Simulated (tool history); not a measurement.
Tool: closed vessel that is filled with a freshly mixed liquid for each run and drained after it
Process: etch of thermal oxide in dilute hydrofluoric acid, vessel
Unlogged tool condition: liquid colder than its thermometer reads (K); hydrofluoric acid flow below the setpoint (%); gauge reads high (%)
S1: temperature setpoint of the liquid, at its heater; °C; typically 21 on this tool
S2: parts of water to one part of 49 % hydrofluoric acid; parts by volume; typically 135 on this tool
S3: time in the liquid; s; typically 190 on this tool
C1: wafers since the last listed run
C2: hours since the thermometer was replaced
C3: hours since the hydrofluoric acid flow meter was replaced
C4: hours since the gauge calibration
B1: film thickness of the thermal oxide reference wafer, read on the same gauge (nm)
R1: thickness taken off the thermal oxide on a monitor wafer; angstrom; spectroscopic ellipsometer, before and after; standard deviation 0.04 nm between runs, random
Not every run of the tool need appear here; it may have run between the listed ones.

| run | hour | S1 | S2 | S3 | C1 | C2 | C3 | C4 | B1 | R1 |
|---|---|---|---|---|---|---|---|---|---|---|
| 1 | 0 | 21 | 135 | 190 | 0 | 2737.1 | 529.6 | 866.5 | 69.99 | 53.2 |
| 2 | 38.7 | 21 | 135 | 190 | 4592 | 2775.8 | 568.3 | 905.2 | 70.01 | 53.5 |
|  | 45 | hydrofluoric acid flow meter replaced |
| 3 | 83.2 | 21 | 135 | 190 | 5162 | 2820.3 | 38.2 | 949.7 | 70 | 58.7 |
| 4 | 126.8 | 21 | 135 | 190 | 5173 | 2863.9 | 81.8 | 993.3 | 70 | 57.5 |
| 5 | 182.6 | 21 | 135 | 190 | 6621 | 2919.7 | 137.6 | 1049.1 | 70.01 | 57.1 |
| 6 | 215.3 | 21 | 135 | 190 | 3880 | 2952.4 | 170.3 | 1081.8 | 70 | 57.4 |
| 7 | 250.6 | 21 | 135 | 190 | 4188 | 2987.7 | 205.6 | 1117.1 | 70 | 56.4 |
| 8 | 297.2 | 22.5 | 185 | 190 | 5529 | 3034.3 | 252.2 | 1163.7 | 69.99 | 41.2 |
| 9 | 342.7 | 22.5 | 185 | 190 | 5399 | 3079.8 | 297.7 | 1209.2 | 70.02 | 40.9 |
| 10 | 447.5 | 21 | 135 | 100 | 12436 | 3184.6 | 402.5 | 1314 | 69.99 | 29.2 |
|  | 485.2 | hydrofluoric acid flow meter replaced |
| 11 | 513.9 | 21 | 135 | 275 | 7760 | 3251 | 28.7 | 1380.4 | 70 | 83 |
|  | 560.9 | gauge calibrated |
| 12 | 572.1 | 21 | 160 | 190 | 6906 | 3309.2 | 86.9 | 11.2 | 70 | 46.4 |
| 13 | 606.1 | 21 | 100 | 190 | 4034 | 3343.2 | 120.9 | 45.2 | 70 | 80.6 |
| 14 | 639.4 | 18 | 135 | 190 | 3951 | 3376.5 | 154.2 | 78.5 | 70.02 | 50.5 |
|  | 643.2 | thermometer replaced |
| 15 | 691.6 | 18.5 | 100 | 230 | 6075 | 48.4 | 206.4 | 130.7 | 70 | 86.4 |
| 16 | 716.5 | 21 | 135 | 190 | 2954 | 73.3 | 231.3 | 155.6 | 69.98 | 55.9 |
| 17 | 777 | 21 | 135 | 190 | 7179 | 133.8 | 291.8 | 216.1 | 69.99 | 54.7 |
| 18 | 824.3 | 21 | 135 | 190 | 5613 | 181.1 | 339.1 | 263.4 | 70 | 55.4 |
| 19 | 894.7 | 17 | 135 | 270 | 8354 | 251.5 | 409.5 | 333.8 | 70.01 | 66.5 |
|  | 952.7 | hydrofluoric acid flow meter replaced |
| 20 | 954.6 | 17 | 105 | 115 | 6989 | 311.4 | 1.9 | 393.7 | 70.01 | 39.1 |
| 21 | 1008.9 | 19 | 180 | 115 | 6443 | 365.7 | 56.2 | 448 | 69.99 | 22.7 |
| 22 | 1075.7 | 19.5 | 160 | 190 | 7927 | 432.5 | 123 | 514.8 | 69.99 | 43.9 |
| 23 | 1119.8 | 21 | 135 | 190 | 5233 | 476.6 | 167.1 | 558.9 | 70.01 | 56.1 |
| 24 | 1186.6 | 22.5 | 185 | 190 | 7927 | 543.4 | 233.9 | 625.7 | 69.99 | 41.5 |
| 25 | 1250.7 | 17 | 135 | 190 | 7606 | 607.5 | 298 | 689.8 | 70.02 | 46.9 |
| 26 | 1304.5 | 25 | 135 | 190 | 6384 | 661.3 | 351.8 | 743.6 | 70 | 64.4 |

Describe how what the log doesn't record of the tool's condition differs between the last listed run preceding each entry between runs and the first listed run following it.
From run 2 to run 3: hydrofluoric acid flow meter replaced (hour 45)
  hydrofluoric acid flow below the setpoint (%): 7.13 -> 0.458
  measured minus no-state result, R1: -4.8 -> -0.3 angstrom
From run 10 to run 11: hydrofluoric acid flow meter replaced (hour 485.2)
  hydrofluoric acid flow below the setpoint (%): 4.77 -> 0.742
  measured minus no-state result, R1: -1.7 -> -0.7 angstrom
From run 11 to run 12: gauge calibrated (hour 560.9)
  hydrofluoric acid flow below the setpoint (%): 0.742 -> 1.43
  measured minus no-state result, R1: -0.7 -> -0.8 angstrom
From run 14 to run 15: thermometer replaced (hour 643.2)
  hydrofluoric acid flow below the setpoint (%): 2.23 -> 2.85
  measured minus no-state result, R1: -1.3 -> -2.8 angstrom
From run 19 to run 20: hydrofluoric acid flow meter replaced (hour 952.7)
  hydrofluoric acid flow below the setpoint (%): 5.25 -> 0.784
  measured minus no-state result, R1: -4.2 -> -0.4 angstrom
